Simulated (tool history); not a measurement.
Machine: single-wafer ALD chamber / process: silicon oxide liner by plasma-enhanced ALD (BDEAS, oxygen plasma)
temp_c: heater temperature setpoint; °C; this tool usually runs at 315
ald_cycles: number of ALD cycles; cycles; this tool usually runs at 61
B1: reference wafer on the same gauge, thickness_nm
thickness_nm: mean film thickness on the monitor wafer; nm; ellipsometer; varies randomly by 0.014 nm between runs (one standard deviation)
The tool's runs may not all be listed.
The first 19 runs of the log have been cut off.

{"run": 20, "hour": 238.2, "temp_c": 306, "ald_cycles": 61, "B1": 4.953, "thickness_nm": 5.478}
{"run": 21, "hour": 251.2, "temp_c": 315, "ald_cycles": 61, "B1": 4.948, "thickness_nm": 5.388}
{"run": 22, "hour": 267.5, "temp_c": 315, "ald_cycles": 61, "B1": 4.955, "thickness_nm": 5.349}
{"run": 23, "hour": 273.9, "temp_c": 320, "ald_cycles": 67, "B1": 4.946, "thickness_nm": 5.836}
{"run": 24, "hour": 286.0, "temp_c": 315, "ald_cycles": 55, "B1": 4.944, "thickness_nm": 4.847}
{"hour": 290.5, "done": "gauge calibrated"}
{"run": 25, "hour": 302.3, "temp_c": 303, "ald_cycles": 57, "B1": 4.998, "thickness_nm": 5.188}
{"run": 26, "hour": 308.8, "temp_c": 315, "ald_cycles": 61, "B1": 4.998, "thickness_nm": 5.453}
{"run": 27, "hour": 317.5, "temp_c": 300, "ald_cycles": 61, "B1": 4.999, "thickness_nm": 5.593}
{"run": 28, "hour": 326.1, "temp_c": 320, "ald_cycles": 68, "B1": 4.99, "thickness_nm": 5.985}
{"run": 29, "hour": 339.7, "temp_c": 310, "ald_cycles": 57, "B1": 4.983, "thickness_nm": 5.107}
{"run": 30, "hour": 371.4, "temp_c": 310, "ald_cycles": 61, "B1": 4.971, "thickness_nm": 5.465}
{"hour": 387.2, "done": "thermocouple changed; heater temperature recalibrated"}
{"run": 31, "hour": 398.4, "temp_c": 319, "ald_cycles": 61, "B1": 4.967, "thickness_nm": 5.385}
{"run": 32, "hour": 416.1, "temp_c": 324, "ald_cycles": 61, "B1": 4.969, "thickness_nm": 5.338}
{"run": 33, "hour": 432.0, "temp_c": 315, "ald_cycles": 61, "B1": 4.959, "thickness_nm": 5.387}
{"run": 34, "hour": 444.3, "temp_c": 306, "ald_cycles": 50, "B1": 4.962, "thickness_nm": 4.485}
{"run": 35, "hour": 459.6, "temp_c": 327, "ald_cycles": 72, "B1": 4.961, "thickness_nm": 6.233}
{"run": 36, "hour": 472.1, "temp_c": 325, "ald_cycles": 65, "B1": 4.954, "thickness_nm": 5.671}
{"run": 37, "hour": 489.5, "temp_c": 315, "ald_cycles": 54, "B1": 4.956, "thickness_nm": 4.777}
{"run": 38, "hour": 501.5, "temp_c": 324, "ald_cycles": 67, "B1": 4.949, "thickness_nm": 5.838}
{"run": 39, "hour": 510.3, "temp_c": 306, "ald_cycles": 51, "B1": 4.956, "thickness_nm": 4.561}
{"run": 40, "hour": 522.0, "temp_c": 319, "ald_cycles": 51, "B1": 4.953, "thickness_nm": 4.465}
{"run": 41, "hour": 539.6, "temp_c": 327, "ald_cycles": 67, "B1": 4.951, "thickness_nm": 5.783}

3 ways to go on from here, each from the tool as it stands after run 41. What would each give?
{"run": "A", "hour": 540.1, "temp_c": 315, "ald_cycles": 61, "B1": "?", "thickness_nm": "?"}
{"run": "B", "hour": 540.1, "temp_c": 307, "ald_cycles": 51, "B1": "?", "thickness_nm": "?"}
{"run": "C", "hour": 540.1, "temp_c": 315, "ald_cycles": 68, "B1": "?", "thickness_nm": "?"}

run=A B1=4.952 thickness_nm=5.377
run=B B1=4.952 thickness_nm=4.554
run=C B1=4.952 thickness_nm=5.994
Take away the tool's hidden state, keep each run's random variation, and the runs would have read:
run=A thickness_nm=5.428
run=B thickness_nm=4.597
run=C thickness_nm=6.051

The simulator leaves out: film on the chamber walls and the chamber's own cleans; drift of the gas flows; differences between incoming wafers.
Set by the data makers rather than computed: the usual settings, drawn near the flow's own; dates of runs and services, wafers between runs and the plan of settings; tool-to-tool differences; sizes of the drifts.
